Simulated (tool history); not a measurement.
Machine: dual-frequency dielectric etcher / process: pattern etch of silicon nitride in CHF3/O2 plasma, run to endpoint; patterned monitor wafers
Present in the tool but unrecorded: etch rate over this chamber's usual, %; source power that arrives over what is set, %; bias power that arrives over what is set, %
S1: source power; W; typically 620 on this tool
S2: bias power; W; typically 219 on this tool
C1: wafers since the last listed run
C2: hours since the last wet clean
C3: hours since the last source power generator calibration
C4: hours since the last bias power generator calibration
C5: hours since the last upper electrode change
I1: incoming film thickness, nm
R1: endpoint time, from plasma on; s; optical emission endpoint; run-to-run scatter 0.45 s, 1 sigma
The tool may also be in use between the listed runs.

run,hour,S1,S2,C1,C2,C3,C4,C5,I1,R1
1,0,620,191,0,0.5,3715.8,3338,3416.5,96.4,65.9
2,98.5,620,191,1109,99,3814.3,3436.5,3515,96.1,66.7
3,125.8,620,219,307,126.3,3841.6,3463.8,3542.3,96.4,63.4
4,193.4,620,219,761,193.9,3909.2,3531.4,3609.9,96.3,64.6
5,235.4,620,219,473,235.9,3951.2,3573.4,3651.9,96.8,64.6
6,261.1,620,219,289,261.6,3976.9,3599.1,3677.6,95.8,64.8
7,289,620,219,314,289.5,4004.8,3627,3705.5,96.6,64.8
8,427.9,620,219,1564,428.4,4143.7,3765.9,3844.4,98,66.6
9,495.3,620,219,759,495.8,4211.1,3833.3,3911.8,95.7,65.4
10,548.6,620,219,600,549.1,4264.4,3886.6,3965.1,97.9,66
11,606.2,620,219,648,606.7,4322,3944.2,4022.7,97.3,67.2
12,635.3,620,219,327,635.8,4351.1,3973.3,4051.8,96.8,66.7
# hour 684.4: wet clean of the chamber
13,704.3,620,219,506,19.9,4420.1,4042.3,4120.8,98.5,63.6
14,729.4,620,219,282,45,4445.2,4067.4,4145.9,96.4,63.4
# hour 773.2: upper electrode replaced
15,811.3,700,207,652,126.9,4527.1,4149.3,38.1,96.2,59.5
16,858.7,620,219,533,174.3,4574.5,4196.7,85.5,97.4,64.1
17,899.7,470,251,461,215.3,4615.5,4237.7,126.5,96.4,74.1
18,942.7,740,252,484,258.3,4658.5,4280.7,169.5,95.9,54.7
# hour 977.3: bias power generator calibrated
19,1087,530,198,1580,402.6,4802.8,109.7,313.8,97,73.8
20,1116.6,620,219,333,432.2,4832.4,139.3,343.4,96.5,65.5
21,1182.1,620,219,737,497.7,4897.9,204.8,408.9,96.9,66.5
22,1219.6,510,174,422,535.2,4935.4,242.3,446.4,97,81.8
23,1245.7,660,263,293,561.3,4961.5,268.4,472.5,97.4,60.5
24,1306.4,530,219,683,622,5022.2,329.1,533.2,96.4,72.6
# hour 1339.7: wet clean of the chamber
# hour 1346: source power generator calibrated
25,1484.3,620,169,1688,144.6,138.3,507,711.1,96.8,68.9
26,1525,730,219,458,185.3,179,547.7,751.8,96.2,57.8
27,1550.9,550,205,291,211.2,204.9,573.6,777.7,96.6,70.5
28,1613.4,480,238,703,273.7,267.4,636.1,840.2,96.5,74.7
29,1677.4,510,262,720,337.7,331.4,700.1,904.2,97.8,70
30,1713,620,219,400,373.3,367,735.7,939.8,96.2,65
31,1756.5,480,219,489,416.8,410.5,779.2,983.3,96.5,77
32,1806.4,700,219,562,466.7,460.4,829.1,1033.2,97.4,61.3
33,1863.8,740,187,646,524.1,517.8,886.5,1090.6,96.6,62.8
34,1901.9,460,191,429,562.2,555.9,924.6,1128.7,96.5,84.4
35,1964.7,490,256,707,625,618.7,987.4,1191.5,95.6,73.2
# hour 2013.7: wet clean of the chamber
36,2014.2,620,219,287,0.5,668.2,1036.9,1241,97.6,63.3

What was the tool's hidden state at every run in the log?
source power that arrives over what is set, %: 0 on each run
bias power that arrives over what is set, %: 0 on each run
H1: etch rate over this chamber's usual, %
run,H1
1,-0.387
2,-1.22
3,-1.45
4,-2.02
5,-2.38
6,-2.59
7,-2.83
8,-4
9,-4.57
10,-5.02
11,-5.51
12,-5.75
13,0.00453
14,-0.207
15,-0.899
16,-1.3
17,-1.65
18,-2.01
19,-3.23
20,-3.48
21,-4.03
22,-4.35
23,-4.57
24,-5.08
25,-1.34
26,-1.68
27,-1.9
28,-2.43
29,-2.97
30,-3.27
31,-3.64
32,-4.06
33,-4.54
34,-4.86
35,-5.39
36,0.351

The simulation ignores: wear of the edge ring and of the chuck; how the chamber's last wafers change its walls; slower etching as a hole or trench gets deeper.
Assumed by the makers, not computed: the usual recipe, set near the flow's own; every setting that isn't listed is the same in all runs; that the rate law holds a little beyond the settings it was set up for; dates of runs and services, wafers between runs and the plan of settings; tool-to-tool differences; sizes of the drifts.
